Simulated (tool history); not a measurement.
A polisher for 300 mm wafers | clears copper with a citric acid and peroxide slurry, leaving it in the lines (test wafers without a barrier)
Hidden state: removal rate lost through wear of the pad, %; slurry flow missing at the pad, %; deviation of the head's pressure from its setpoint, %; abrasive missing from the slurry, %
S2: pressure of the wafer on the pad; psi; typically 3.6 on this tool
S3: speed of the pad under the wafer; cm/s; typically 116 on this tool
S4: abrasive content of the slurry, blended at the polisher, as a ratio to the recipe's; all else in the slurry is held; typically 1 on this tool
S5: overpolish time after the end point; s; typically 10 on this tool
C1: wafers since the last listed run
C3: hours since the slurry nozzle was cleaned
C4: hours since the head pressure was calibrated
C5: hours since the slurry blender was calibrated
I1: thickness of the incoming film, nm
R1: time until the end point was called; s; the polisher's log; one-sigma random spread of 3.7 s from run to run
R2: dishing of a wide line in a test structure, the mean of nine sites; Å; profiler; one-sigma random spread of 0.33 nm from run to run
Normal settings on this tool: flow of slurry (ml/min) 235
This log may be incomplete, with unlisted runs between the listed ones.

{"run": 1, "hour": 0.0, "flow of slurry (ml/min)": 235, "S2": 3.6, "S3": 116, "S4": 1, "S5": 8, "C1": 0, "wafers polished on this pad": 1114, "C3": 59.2, "C4": 1271.1, "C5": 275.5, "I1": 503.9, "R1": 235.9, "R2": 143}
{"hour": 84.2, "done": "head pressure recalibrated"}
{"run": 2, "hour": 98.9, "flow of slurry (ml/min)": 235, "S2": 3.6, "S3": 116, "S4": 1, "S5": 8, "C1": 892, "wafers polished on this pad": 2007, "C3": 158.1, "C4": 14.7, "C5": 374.4, "I1": 511.6, "R1": 221.8, "R2": 161}
{"hour": 116.5, "done": "slurry blender recalibrated"}
{"hour": 178.0, "done": "worn pad replaced by a new one"}
{"run": 3, "hour": 178.5, "flow of slurry (ml/min)": 235, "S2": 3.6, "S3": 116, "S4": 1, "S5": 8, "C1": 678, "wafers polished on this pad": 4, "C3": 237.7, "C4": 94.3, "C5": 62, "I1": 501.3, "R1": 206.5, "R2": 162}
{"run": 4, "hour": 218.9, "flow of slurry (ml/min)": 235, "S2": 4.5, "S3": 116, "S4": 1, "S5": 10, "C1": 372, "wafers polished on this pad": 376, "C3": 278.1, "C4": 134.7, "C5": 102.4, "I1": 514.4, "R1": 186.5, "R2": 236}
{"run": 5, "hour": 313.4, "flow of slurry (ml/min)": 235, "S2": 4.5, "S3": 116, "S4": 1, "S5": 10, "C1": 870, "wafers polished on this pad": 1247, "C3": 372.6, "C4": 229.2, "C5": 196.9, "I1": 501.5, "R1": 182.8, "R2": 225}
{"run": 6, "hour": 418.0, "flow of slurry (ml/min)": 235, "S2": 4.5, "S3": 116, "S4": 1, "S5": 10, "C1": 963, "wafers polished on this pad": 2211, "C3": 477.2, "C4": 333.8, "C5": 301.5, "I1": 513, "R1": 189, "R2": 230}
{"hour": 446.0, "done": "slurry blender recalibrated"}
{"run": 7, "hour": 475.0, "flow of slurry (ml/min)": 235, "S2": 3.6, "S3": 116, "S4": 1, "S5": 12, "C1": 506, "wafers polished on this pad": 2717, "C3": 534.2, "C4": 390.8, "C5": 29, "I1": 510.1, "R1": 212.6, "R2": 241}
{"run": 8, "hour": 517.0, "flow of slurry (ml/min)": 235, "S2": 3.6, "S3": 116, "S4": 1, "S5": 5, "C1": 387, "wafers polished on this pad": 3104, "C3": 576.2, "C4": 432.8, "C5": 71, "I1": 505.5, "R1": 207.9, "R2": 107}
{"hour": 549.4, "done": "worn pad replaced by a new one"}
{"hour": 562.5, "done": "slurry nozzle cleaned"}
{"run": 9, "hour": 567.1, "flow of slurry (ml/min)": 235, "S2": 4.3, "S3": 116, "S4": 1, "S5": 10, "C1": 415, "wafers polished on this pad": 153, "C3": 4.6, "C4": 482.9, "C5": 121.1, "I1": 515.2, "R1": 190.8, "R2": 216}
{"hour": 800.7, "done": "slurry blender recalibrated"}
{"run": 10, "hour": 872.8, "flow of slurry (ml/min)": 235, "S2": 4.3, "S3": 116, "S4": 1, "S5": 10, "C1": 2798, "wafers polished on this pad": 2952, "C3": 310.3, "C4": 788.6, "C5": 72.1, "I1": 512.9, "R1": 194.4, "R2": 223}
{"hour": 917.2, "done": "worn pad replaced by a new one"}
{"run": 11, "hour": 962.0, "flow of slurry (ml/min)": 235, "S2": 4.3, "S3": 116, "S4": 1.3, "S5": 8, "C1": 785, "wafers polished on this pad": 412, "C3": 399.5, "C4": 877.8, "C5": 161.3, "I1": 513.8, "R1": 193.6, "R2": 184}
{"run": 12, "hour": 1003.8, "flow of slurry (ml/min)": 235, "S2": 3, "S3": 136, "S4": 1, "S5": 10, "C1": 385, "wafers polished on this pad": 798, "C3": 441.3, "C4": 919.6, "C5": 203.1, "I1": 509.1, "R1": 230.7, "R2": 185}
{"run": 13, "hour": 1094.9, "flow of slurry (ml/min)": 235, "S2": 3.6, "S3": 136, "S4": 1, "S5": 10, "C1": 839, "wafers polished on this pad": 1637, "C3": 532.4, "C4": 1010.7, "C5": 294.2, "I1": 515, "R1": 204.7, "R2": 205}
{"hour": 1134.7, "done": "slurry blender recalibrated"}
{"hour": 1189.7, "done": "slurry nozzle cleaned"}
{"run": 14, "hour": 1199.8, "flow of slurry (ml/min)": 265, "S2": 3.6, "S3": 116, "S4": 1.25, "S5": 12, "C1": 938, "wafers polished on this pad": 2576, "C3": 10.1, "C4": 1115.6, "C5": 65.1, "I1": 507.5, "R1": 224.9, "R2": 232}
{"hour": 1215.9, "done": "head pressure recalibrated"}
{"run": 15, "hour": 1300.9, "flow of slurry (ml/min)": 235, "S2": 3.6, "S3": 116, "S4": 1, "S5": 10, "C1": 913, "wafers polished on this pad": 3489, "C3": 111.2, "C4": 85, "C5": 166.2, "I1": 507.3, "R1": 220.7, "R2": 203}
{"hour": 1311.3, "done": "worn pad replaced by a new one"}
{"run": 16, "hour": 1359.7, "flow of slurry (ml/min)": 235, "S2": 3.6, "S3": 116, "S4": 1, "S5": 10, "C1": 504, "wafers polished on this pad": 445, "C3": 170, "C4": 143.8, "C5": 225, "I1": 498.5, "R1": 217.7, "R2": 199}
{"run": 17, "hour": 1396.5, "flow of slurry (ml/min)": 235, "S2": 3.6, "S3": 128, "S4": 1, "S5": 10, "C1": 339, "wafers polished on this pad": 784, "C3": 206.8, "C4": 180.6, "C5": 261.8, "I1": 495.5, "R1": 197.3, "R2": 210}
{"run": 18, "hour": 1477.2, "flow of slurry (ml/min)": 235, "S2": 4.5, "S3": 116, "S4": 1, "S5": 10, "C1": 743, "wafers polished on this pad": 1528, "C3": 287.5, "C4": 261.3, "C5": 342.5, "I1": 497.2, "R1": 181.6, "R2": 224}
{"hour": 1502.8, "done": "slurry blender recalibrated"}
{"run": 19, "hour": 1564.6, "flow of slurry (ml/min)": 205, "S2": 3.6, "S3": 116, "S4": 1.2, "S5": 10, "C1": 786, "wafers polished on this pad": 2315, "C3": 374.9, "C4": 348.7, "C5": 61.8, "I1": 515, "R1": 212.7, "R2": 206}
{"run": 20, "hour": 1660.9, "flow of slurry (ml/min)": 235, "S2": 3.6, "S3": 116, "S4": 1, "S5": 8, "C1": 887, "wafers polished on this pad": 3202, "C3": 471.2, "C4": 445, "C5": 158.1, "I1": 500.5, "R1": 218.7, "R2": 160}
{"hour": 1668.1, "done": "worn pad replaced by a new one"}
{"run": 21, "hour": 1739.7, "flow of slurry (ml/min)": 300, "S2": 3.6, "S3": 116, "S4": 1, "S5": 5, "C1": 689, "wafers polished on this pad": 659, "C3": 550, "C4": 523.8, "C5": 236.9, "I1": 499.4, "R1": 219.8, "R2": 99}

5 ways to go on from here, each from the tool as it stands after run 21. What would each give?
{"run": "A", "hour": 1740.2, "flow of slurry (ml/min)": 235, "S2": 3.6, "S3": 116, "S4": 1, "S5": 10, "C1": 4, "wafers polished on this pad": 664, "C3": 550.5, "C4": 524.3, "C5": 237.4, "I1": 508.9, "R1": "?", "R2": "?"}
{"run": "B", "hour": 1740.2, "flow of slurry (ml/min)": 235, "S2": 4.8, "S3": 134, "S4": 1.3, "S5": 15, "C1": 4, "wafers polished on this pad": 664, "C3": 550.5, "C4": 524.3, "C5": 237.4, "I1": 508.9, "R1": "?", "R2": "?"}
{"run": "C", "hour": 1740.2, "flow of slurry (ml/min)": 235, "S2": 3, "S3": 90, "S4": 0.85, "S5": 10, "C1": 4, "wafers polished on this pad": 664, "C3": 550.5, "C4": 524.3, "C5": 237.4, "I1": 508.9, "R1": "?", "R2": "?"}
{"run": "D", "hour": 1740.2, "flow of slurry (ml/min)": 235, "S2": 4.8, "S3": 80, "S4": 1, "S5": 10, "C1": 4, "wafers polished on this pad": 664, "C3": 550.5, "C4": 524.3, "C5": 237.4, "I1": 508.9, "R1": "?", "R2": "?"}
{"run": "E", "hour": 1740.2, "flow of slurry (ml/min)": 235, "S2": 4.4, "S3": 116, "S4": 1, "S5": 10, "C1": 4, "wafers polished on this pad": 664, "C3": 550.5, "C4": 524.3, "C5": 237.4, "I1": 508.9, "R1": "?", "R2": "?"}

run=A R1=224.4 R2=197
run=B R1=154.7 R2=406
run=C R1=316.7 R2=142
run=D R1=239.2 R2=186
run=E R1=193.2 R2=227
With no hidden state in the tool, these same runs would have given:
run=A R1=206.9 R2=213
run=B R1=142.4 R2=437
run=C R1=292.3 R2=153
run=D R1=220.5 R2=201
run=E R1=178.1 R2=246

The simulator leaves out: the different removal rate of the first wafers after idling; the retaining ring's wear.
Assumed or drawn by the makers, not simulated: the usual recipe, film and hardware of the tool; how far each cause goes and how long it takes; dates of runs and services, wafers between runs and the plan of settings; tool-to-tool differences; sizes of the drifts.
